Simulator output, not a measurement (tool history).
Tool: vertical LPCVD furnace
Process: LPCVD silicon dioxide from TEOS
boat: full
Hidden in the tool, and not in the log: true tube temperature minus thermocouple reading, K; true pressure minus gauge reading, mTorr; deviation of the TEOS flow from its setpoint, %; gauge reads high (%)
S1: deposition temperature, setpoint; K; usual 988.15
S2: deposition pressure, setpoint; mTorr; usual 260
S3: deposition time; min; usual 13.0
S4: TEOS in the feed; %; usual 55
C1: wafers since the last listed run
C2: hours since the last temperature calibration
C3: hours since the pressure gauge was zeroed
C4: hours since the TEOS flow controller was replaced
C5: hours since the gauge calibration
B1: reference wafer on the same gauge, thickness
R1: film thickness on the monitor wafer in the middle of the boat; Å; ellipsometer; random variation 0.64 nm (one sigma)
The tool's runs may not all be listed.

{"run": 1, "day": 0.0, "S1": 988.15, "S2": 260, "S3": 13.0, "S4": 55, "C1": 0, "C2": 2202.9, "C3": 4621.1, "C4": 3850.1, "C5": 351.9, "B1": 126.89, "R1": 1163.8}
{"day": 1.6, "done": "thermocouples replaced and temperature profile calibrated"}
{"run": 2, "day": 1.621, "S1": 988.15, "S2": 260, "S3": 13.0, "S4": 55, "C1": 304, "C2": 0.5, "C3": 4660.0, "C4": 3889.0, "C5": 390.8, "B1": 127.16, "R1": 1190.0}
{"run": 3, "day": 1.754, "S1": 988.15, "S2": 260, "S3": 13.0, "S4": 55, "C1": 65, "C2": 3.7, "C3": 4663.2, "C4": 3892.2, "C5": 394.0, "B1": 127.01, "R1": 1178.4}
{"run": 4, "day": 2.658, "S1": 988.15, "S2": 260, "S3": 13.0, "S4": 55, "C1": 443, "C2": 25.4, "C3": 4684.9, "C4": 3913.9, "C5": 415.7, "B1": 127.32, "R1": 1173.7}
{"run": 5, "day": 7.029, "S1": 988.15, "S2": 260, "S3": 13.0, "S4": 55, "C1": 2144, "C2": 130.3, "C3": 4789.8, "C4": 4018.8, "C5": 520.6, "B1": 127.73, "R1": 1182.8}
{"run": 6, "day": 8.158, "S1": 988.15, "S2": 260, "S3": 13.0, "S4": 55, "C1": 554, "C2": 157.4, "C3": 4816.9, "C4": 4045.9, "C5": 547.7, "B1": 127.98, "R1": 1184.3}
{"run": 7, "day": 8.854, "S1": 994.15, "S2": 260, "S3": 11.5, "S4": 55, "C1": 341, "C2": 174.1, "C3": 4833.6, "C4": 4062.6, "C5": 564.4, "B1": 128.09, "R1": 1196.0}
{"day": 10.204, "done": "pressure gauge zeroed"}
{"run": 8, "day": 13.067, "S1": 988.15, "S2": 215, "S3": 13.0, "S4": 55, "C1": 1576, "C2": 275.2, "C3": 68.7, "C4": 4163.7, "C5": 665.5, "B1": 128.49, "R1": 1085.2}
{"run": 9, "day": 14.192, "S1": 999.15, "S2": 260, "S3": 13.0, "S4": 64, "C1": 552, "C2": 302.2, "C3": 95.7, "C4": 4190.7, "C5": 692.5, "B1": 128.72, "R1": 1637.0}
{"run": 10, "day": 17.629, "S1": 981.15, "S2": 260, "S3": 15.5, "S4": 60, "C1": 1686, "C2": 384.7, "C3": 178.2, "C4": 4273.2, "C5": 775.0, "B1": 128.95, "R1": 1277.3}
{"run": 11, "day": 18.212, "S1": 991.15, "S2": 220, "S3": 18.0, "S4": 55, "C1": 286, "C2": 398.7, "C3": 192.2, "C4": 4287.2, "C5": 789.0, "B1": 129.18, "R1": 1624.1}
{"run": 12, "day": 19.033, "S1": 988.15, "S2": 260, "S3": 13.0, "S4": 55, "C1": 402, "C2": 418.4, "C3": 211.9, "C4": 4306.9, "C5": 808.7, "B1": 129.22, "R1": 1196.6}
{"run": 13, "day": 20.117, "S1": 988.15, "S2": 260, "S3": 18.0, "S4": 55, "C1": 531, "C2": 444.4, "C3": 237.9, "C4": 4332.9, "C5": 834.7, "B1": 129.42, "R1": 1665.4}
{"run": 14, "day": 21.433, "S1": 997.15, "S2": 235, "S3": 16.0, "S4": 51, "C1": 646, "C2": 476.0, "C3": 269.5, "C4": 4364.5, "C5": 866.3, "B1": 129.46, "R1": 1642.1}
{"run": 15, "day": 22.104, "S1": 995.15, "S2": 260, "S3": 13.0, "S4": 51, "C1": 329, "C2": 492.1, "C3": 285.6, "C4": 4380.6, "C5": 882.4, "B1": 129.57, "R1": 1353.6}
{"run": 16, "day": 22.946, "S1": 988.15, "S2": 215, "S3": 8.5, "S4": 55, "C1": 413, "C2": 512.3, "C3": 305.8, "C4": 4400.8, "C5": 902.6, "B1": 129.59, "R1": 709.8}
{"run": 17, "day": 24.096, "S1": 988.15, "S2": 260, "S3": 13.0, "S4": 46, "C1": 564, "C2": 539.9, "C3": 333.4, "C4": 4428.4, "C5": 930.2, "B1": 129.81, "R1": 1100.8}
{"run": 18, "day": 25.317, "S1": 988.15, "S2": 300, "S3": 16.0, "S4": 55, "C1": 599, "C2": 569.2, "C3": 362.7, "C4": 4457.7, "C5": 959.5, "B1": 129.96, "R1": 1594.2}
{"day": 26.354, "done": "TEOS flow controller replaced"}
{"run": 19, "day": 26.375, "S1": 980.15, "S2": 260, "S3": 13.0, "S4": 55, "C1": 28, "C2": 594.6, "C3": 388.1, "C4": 0.5, "C5": 984.9, "B1": 130.0, "R1": 1000.3}
{"day": 27.079, "done": "gauge calibrated"}
{"run": 20, "day": 27.179, "S1": 988.15, "S2": 260, "S3": 13.0, "S4": 55, "C1": 394, "C2": 613.9, "C3": 407.4, "C4": 19.8, "C5": 2.4, "B1": 125.39, "R1": 1150.8}
{"run": 21, "day": 28.471, "S1": 988.15, "S2": 300, "S3": 16.0, "S4": 55, "C1": 633, "C2": 644.9, "C3": 438.4, "C4": 50.8, "C5": 33.4, "B1": 125.48, "R1": 1519.2}
{"run": 22, "day": 29.383, "S1": 988.15, "S2": 300, "S3": 13.0, "S4": 52, "C1": 447, "C2": 666.8, "C3": 460.3, "C4": 72.7, "C5": 55.3, "B1": 125.51, "R1": 1218.4}
{"run": 23, "day": 30.567, "S1": 985.15, "S2": 260, "S3": 9.0, "S4": 55, "C1": 580, "C2": 695.2, "C3": 488.7, "C4": 101.1, "C5": 83.7, "B1": 125.68, "R1": 750.3}
{"run": 24, "day": 31.217, "S1": 988.15, "S2": 260, "S3": 13.0, "S4": 55, "C1": 318, "C2": 710.8, "C3": 504.3, "C4": 116.7, "C5": 99.3, "B1": 125.87, "R1": 1162.4}
{"run": 25, "day": 32.621, "S1": 984.15, "S2": 225, "S3": 10.5, "S4": 47, "C1": 689, "C2": 744.5, "C3": 538.0, "C4": 150.4, "C5": 133.0, "B1": 126.05, "R1": 738.6}
{"run": 26, "day": 33.675, "S1": 988.15, "S2": 260, "S3": 13.0, "S4": 55, "C1": 517, "C2": 769.8, "C3": 563.3, "C4": 175.7, "C5": 158.3, "B1": 126.01, "R1": 1157.1}
{"run": 27, "day": 34.958, "S1": 979.15, "S2": 305, "S3": 15.0, "S4": 49, "C1": 629, "C2": 800.6, "C3": 594.1, "C4": 206.5, "C5": 189.1, "B1": 126.23, "R1": 1119.2}
{"run": 28, "day": 36.871, "S1": 988.15, "S2": 260, "S3": 16.0, "S4": 55, "C1": 938, "C2": 846.5, "C3": 640.0, "C4": 252.4, "C5": 235.0, "B1": 126.51, "R1": 1435.9}
{"run": 29, "day": 37.546, "S1": 988.15, "S2": 260, "S3": 13.0, "S4": 49, "C1": 331, "C2": 862.7, "C3": 656.2, "C4": 268.6, "C5": 251.2, "B1": 126.48, "R1": 1098.5}
{"run": 30, "day": 39.038, "S1": 988.15, "S2": 305, "S3": 15.5, "S4": 55, "C1": 731, "C2": 898.5, "C3": 692.0, "C4": 304.4, "C5": 287.0, "B1": 126.66, "R1": 1514.3}
{"run": 31, "day": 39.662, "S1": 976.15, "S2": 260, "S3": 13.0, "S4": 48, "C1": 306, "C2": 913.5, "C3": 707.0, "C4": 319.4, "C5": 302.0, "B1": 126.84, "R1": 825.1}

4 ways to go on from here, each from the tool as it stands after run 31. What would each give?
{"run": "A", "day": 39.8, "S1": 996.15, "S2": 260, "S3": 13.0, "S4": 55, "C1": 67, "C2": 916.8, "C3": 710.3, "C4": 322.7, "C5": 305.3, "B1": "?", "R1": "?"}
{"run": "B", "day": 39.8, "S1": 985.15, "S2": 210, "S3": 9.5, "S4": 49, "C1": 67, "C2": 916.8, "C3": 710.3, "C4": 322.7, "C5": 305.3, "B1": "?", "R1": "?"}
{"run": "C", "day": 39.8, "S1": 980.15, "S2": 200, "S3": 10.5, "S4": 64, "C1": 67, "C2": 916.8, "C3": 710.3, "C4": 322.7, "C5": 305.3, "B1": "?", "R1": "?"}
{"run": "D", "day": 39.8, "S1": 988.15, "S2": 260, "S3": 11.5, "S4": 55, "C1": 67, "C2": 916.8, "C3": 710.3, "C4": 322.7, "C5": 305.3, "B1": "?", "R1": "?"}

run=A B1=126.85 R1=1393.6
run=B B1=126.85 R1=674.9
run=C B1=126.85 R1=742.4
run=D B1=126.85 R1=1030.8
Without the tool's hidden state the same runs would have given:
run=A R1=1362.9
run=B R1=660.1
run=C R1=726.0
run=D R1=1008.1
